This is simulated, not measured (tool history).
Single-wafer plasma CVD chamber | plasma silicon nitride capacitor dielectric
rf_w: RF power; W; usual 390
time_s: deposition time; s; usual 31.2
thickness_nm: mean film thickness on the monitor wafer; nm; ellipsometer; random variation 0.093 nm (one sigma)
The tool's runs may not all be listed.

| run | hour | rf_w | time_s | read-back reference wafer on the same gauge, thickness_nm | thickness_nm |
|---|---|---|---|---|---|
| 1 | 0 | 415 | 29.3 | 50.167 | 40.705 |
| 2 | 54 | 415 | 29.3 | 50.168 | 40.486 |
| 3 | 97 | 390 | 31.2 | 50.218 | 42.565 |
| 4 | 140.1 | 390 | 31.2 | 50.181 | 42.552 |
| 5 | 184.2 | 390 | 31.2 | 50.174 | 42.512 |
| 6 | 229.8 | 390 | 31.2 | 50.186 | 42.339 |
| 7 | 427.1 | 390 | 31.2 | 50.189 | 42.319 |
| 8 | 496 | 390 | 31.2 | 50.188 | 42.317 |
| 9 | 537.9 | 390 | 31.2 | 50.21 | 42.158 |
|  | 585.6 | RF generator calibrated |
| 10 | 594.7 | 390 | 29.3 | 50.189 | 40.294 |
| 11 | 652.5 | 390 | 31.2 | 50.165 | 42.955 |
|  | 682.4 | showerhead replaced, of another model than before |
| 12 | 706.2 | 390 | 31.2 | 50.211 | 42.98 |
| 13 | 751.5 | 430 | 28.2 | 50.177 | 39.604 |
| 14 | 806.4 | 390 | 31.2 | 50.157 | 42.947 |
| 15 | 852 | 390 | 31.2 | 50.226 | 42.858 |
| 16 | 1016.3 | 370 | 31.2 | 50.175 | 42.518 |
| 17 | 1048.4 | 360 | 26.8 | 50.192 | 36.397 |
|  | 1049.1 | gauge calibrated |
| 18 | 1201.5 | 435 | 27.4 | 50.208 | 38.484 |
| 19 | 1242 | 390 | 26.2 | 50.182 | 36.064 |
| 20 | 1293.6 | 390 | 31.2 | 50.239 | 42.774 |
| 21 | 1361.4 | 445 | 27.4 | 50.191 | 38.55 |
| 22 | 1392 | 325 | 31.2 | 50.236 | 41.712 |
| 23 | 1439.7 | 390 | 31.2 | 50.162 | 42.853 |
| 24 | 1511.5 | 390 | 31.2 | 50.214 | 42.783 |

What the log doesn't show, run by run:
gauge reads high (%): 0 in every run
H1: delivered RF power above the setpoint (%)
| run | H1 |
|---|---|
| 1 | -4.51 |
| 2 | -4.77 |
| 3 | -4.99 |
| 4 | -5.21 |
| 5 | -5.45 |
| 6 | -5.7 |
| 7 | -6.88 |
| 8 | -7.33 |
| 9 | -7.61 |
| 10 | -0.887 |
| 11 | -0.895 |
| 12 | -0.915 |
| 13 | -0.94 |
| 14 | -0.982 |
| 15 | -1.03 |
| 16 | -1.25 |
| 17 | -1.31 |
| 18 | -1.63 |
| 19 | -1.73 |
| 20 | -1.87 |
| 21 | -2.06 |
| 22 | -2.16 |
| 23 | -2.31 |
| 24 | -2.56 |

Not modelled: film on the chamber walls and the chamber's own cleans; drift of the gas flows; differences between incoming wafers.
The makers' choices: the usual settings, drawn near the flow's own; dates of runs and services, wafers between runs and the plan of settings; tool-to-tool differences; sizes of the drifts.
